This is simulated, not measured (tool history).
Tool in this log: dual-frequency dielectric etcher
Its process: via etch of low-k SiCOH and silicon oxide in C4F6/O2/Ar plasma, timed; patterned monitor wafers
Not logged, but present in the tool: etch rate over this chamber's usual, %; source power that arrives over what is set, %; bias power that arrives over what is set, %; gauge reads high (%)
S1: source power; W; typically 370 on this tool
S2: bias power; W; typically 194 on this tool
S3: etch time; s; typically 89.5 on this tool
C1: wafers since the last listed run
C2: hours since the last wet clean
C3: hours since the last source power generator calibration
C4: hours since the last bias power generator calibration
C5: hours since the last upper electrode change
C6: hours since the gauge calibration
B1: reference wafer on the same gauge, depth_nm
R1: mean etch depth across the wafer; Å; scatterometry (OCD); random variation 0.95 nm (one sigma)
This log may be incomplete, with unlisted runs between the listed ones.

{"run": 1, "hour": 0.0, "S1": 370, "S2": 194, "S3": 89.5, "C1": 0, "C2": 1.3, "C3": 1861.6, "C4": 1871, "C5": 3268, "C6": 259.8, "B1": 247.2, "R1": 2369}
{"run": 2, "hour": 14.8, "S1": 390, "S2": 158, "S3": 89.5, "C1": 107, "C2": 16.1, "C3": 1876.4, "C4": 1885.8, "C5": 3282.8, "C6": 274.6, "B1": 246.9, "R1": 2321}
{"run": 3, "hour": 32.7, "S1": 390, "S2": 158, "S3": 89.5, "C1": 129, "C2": 34, "C3": 1894.3, "C4": 1903.7, "C5": 3300.7, "C6": 292.5, "B1": 246.9, "R1": 2330}
{"hour": 42.4, "done": "bias power generator calibrated"}
{"run": 4, "hour": 47.8, "S1": 370, "S2": 194, "S3": 89.5, "C1": 80, "C2": 49.1, "C3": 1909.4, "C4": 5.4, "C5": 3315.8, "C6": 307.6, "B1": 247.1, "R1": 2354}
{"hour": 67.3, "done": "source power generator calibrated"}
{"run": 5, "hour": 67.8, "S1": 370, "S2": 194, "S3": 89.5, "C1": 115, "C2": 69.1, "C3": 0.5, "C4": 25.4, "C5": 3335.8, "C6": 327.6, "B1": 247.1, "R1": 2358}
{"run": 6, "hour": 75.1, "S1": 370, "S2": 194, "S3": 89.5, "C1": 52, "C2": 76.4, "C3": 7.8, "C4": 32.7, "C5": 3343.1, "C6": 334.9, "B1": 247.1, "R1": 2347}
{"run": 7, "hour": 91.9, "S1": 370, "S2": 194, "S3": 89.5, "C1": 121, "C2": 93.2, "C3": 24.6, "C4": 49.5, "C5": 3359.9, "C6": 351.7, "B1": 246.8, "R1": 2344}
{"run": 8, "hour": 106.7, "S1": 370, "S2": 239, "S3": 89.5, "C1": 107, "C2": 108, "C3": 39.4, "C4": 64.3, "C5": 3374.7, "C6": 366.5, "B1": 247.4, "R1": 2436}
{"run": 9, "hour": 122.1, "S1": 370, "S2": 175, "S3": 72.5, "C1": 111, "C2": 123.4, "C3": 54.8, "C4": 79.7, "C5": 3390.1, "C6": 381.9, "B1": 247, "R1": 1865}
{"run": 10, "hour": 133.8, "S1": 370, "S2": 147, "S3": 89.5, "C1": 84, "C2": 135.1, "C3": 66.5, "C4": 91.4, "C5": 3401.8, "C6": 393.6, "B1": 246.7, "R1": 2231}
{"run": 11, "hour": 147.4, "S1": 370, "S2": 194, "S3": 89.5, "C1": 98, "C2": 148.7, "C3": 80.1, "C4": 105, "C5": 3415.4, "C6": 407.2, "B1": 246.9, "R1": 2356}
{"hour": 175.9, "done": "upper electrode replaced"}
{"run": 12, "hour": 177.8, "S1": 370, "S2": 223, "S3": 74.5, "C1": 46, "C2": 179.1, "C3": 110.5, "C4": 135.4, "C5": 1.9, "C6": 437.6, "B1": 246.9, "R1": 1995}
{"run": 13, "hour": 189.0, "S1": 370, "S2": 194, "S3": 71, "C1": 81, "C2": 190.3, "C3": 121.7, "C4": 146.6, "C5": 13.1, "C6": 448.8, "B1": 246.8, "R1": 1866}
{"run": 14, "hour": 203.2, "S1": 370, "S2": 194, "S3": 89.5, "C1": 102, "C2": 204.5, "C3": 135.9, "C4": 160.8, "C5": 27.3, "C6": 463, "B1": 246.8, "R1": 2321}
{"run": 15, "hour": 222.9, "S1": 370, "S2": 194, "S3": 89.5, "C1": 142, "C2": 224.2, "C3": 155.6, "C4": 180.5, "C5": 47, "C6": 482.7, "B1": 246.9, "R1": 2332}
{"run": 16, "hour": 229.2, "S1": 390, "S2": 158, "S3": 89.5, "C1": 45, "C2": 230.5, "C3": 161.9, "C4": 186.8, "C5": 53.3, "C6": 489, "B1": 246.9, "R1": 2285}
{"hour": 238.1, "done": "gauge calibrated"}
{"run": 17, "hour": 245.0, "S1": 370, "S2": 158, "S3": 73, "C1": 114, "C2": 246.3, "C3": 177.7, "C4": 202.6, "C5": 69.1, "C6": 6.9, "B1": 247, "R1": 1833}
{"run": 18, "hour": 253.6, "S1": 370, "S2": 160, "S3": 89.5, "C1": 62, "C2": 254.9, "C3": 186.3, "C4": 211.2, "C5": 77.7, "C6": 15.5, "B1": 246.9, "R1": 2225}
{"run": 19, "hour": 265.7, "S1": 370, "S2": 217, "S3": 100.5, "C1": 87, "C2": 267, "C3": 198.4, "C4": 223.3, "C5": 89.8, "C6": 27.6, "B1": 247.1, "R1": 2655}
{"run": 20, "hour": 295.1, "S1": 300, "S2": 217, "S3": 109.5, "C1": 212, "C2": 296.4, "C3": 227.8, "C4": 252.7, "C5": 119.2, "C6": 57, "B1": 247.1, "R1": 2674}
{"run": 21, "hour": 308.2, "S1": 450, "S2": 164, "S3": 78, "C1": 94, "C2": 309.5, "C3": 240.9, "C4": 265.8, "C5": 132.3, "C6": 70.1, "B1": 247.3, "R1": 2127}
{"run": 22, "hour": 316.8, "S1": 370, "S2": 162, "S3": 89.5, "C1": 62, "C2": 318.1, "C3": 249.5, "C4": 274.4, "C5": 140.9, "C6": 78.7, "B1": 247, "R1": 2250}
{"run": 23, "hour": 326.5, "S1": 290, "S2": 236, "S3": 76, "C1": 70, "C2": 327.8, "C3": 259.2, "C4": 284.1, "C5": 150.6, "C6": 88.4, "B1": 246.8, "R1": 1848}
{"run": 24, "hour": 338.0, "S1": 420, "S2": 194, "S3": 89.5, "C1": 83, "C2": 339.3, "C3": 270.7, "C4": 295.6, "C5": 162.1, "C6": 99.9, "B1": 247.2, "R1": 2430}
{"run": 25, "hour": 345.3, "S1": 370, "S2": 194, "S3": 89.5, "C1": 52, "C2": 346.6, "C3": 278, "C4": 302.9, "C5": 169.4, "C6": 107.2, "B1": 247, "R1": 2302}
{"run": 26, "hour": 354.1, "S1": 420, "S2": 229, "S3": 98.5, "C1": 63, "C2": 355.4, "C3": 286.8, "C4": 311.7, "C5": 178.2, "C6": 116, "B1": 246.9, "R1": 2788}
{"run": 27, "hour": 366.4, "S1": 370, "S2": 221, "S3": 89.5, "C1": 89, "C2": 367.7, "C3": 299.1, "C4": 324, "C5": 190.5, "C6": 128.3, "B1": 246.9, "R1": 2359}
{"run": 28, "hour": 400.3, "S1": 370, "S2": 194, "S3": 89.5, "C1": 245, "C2": 401.6, "C3": 333, "C4": 357.9, "C5": 224.4, "C6": 162.2, "B1": 247.3, "R1": 2300}
{"run": 29, "hour": 413.1, "S1": 440, "S2": 162, "S3": 111.5, "C1": 92, "C2": 414.4, "C3": 345.8, "C4": 370.7, "C5": 237.2, "C6": 175, "B1": 247.1, "R1": 2974}
{"run": 30, "hour": 424.4, "S1": 400, "S2": 194, "S3": 70.5, "C1": 81, "C2": 425.7, "C3": 357.1, "C4": 382, "C5": 248.5, "C6": 186.3, "B1": 247, "R1": 1879}

Branching from run 30: 4 alternative next runs. What would each branch give?
{"run": "A", "hour": 424.8, "S1": 370, "S2": 194, "S3": 89.5, "C1": 2, "C2": 426.1, "C3": 357.5, "C4": 382.4, "C5": 248.9, "C6": 186.7, "B1": "?", "R1": "?"}
{"run": "B", "hour": 424.8, "S1": 370, "S2": 178, "S3": 89.5, "C1": 2, "C2": 426.1, "C3": 357.5, "C4": 382.4, "C5": 248.9, "C6": 186.7, "B1": "?", "R1": "?"}
{"run": "C", "hour": 424.8, "S1": 370, "S2": 213, "S3": 89.5, "C1": 2, "C2": 426.1, "C3": 357.5, "C4": 382.4, "C5": 248.9, "C6": 186.7, "B1": "?", "R1": "?"}
{"run": "D", "hour": 424.8, "S1": 450, "S2": 177, "S3": 99, "C1": 2, "C2": 426.1, "C3": 357.5, "C4": 382.4, "C5": 248.9, "C6": 186.7, "B1": "?", "R1": "?"}

run=A B1=247.1 R1=2304
run=B B1=247.1 R1=2267
run=C B1=247.1 R1=2347
run=D B1=247.1 R1=2705
Stripped of hidden state, with their random variation kept, the same runs would have yielded:
run=A R1=2366
run=B R1=2328
run=C R1=2409
run=D R1=2777
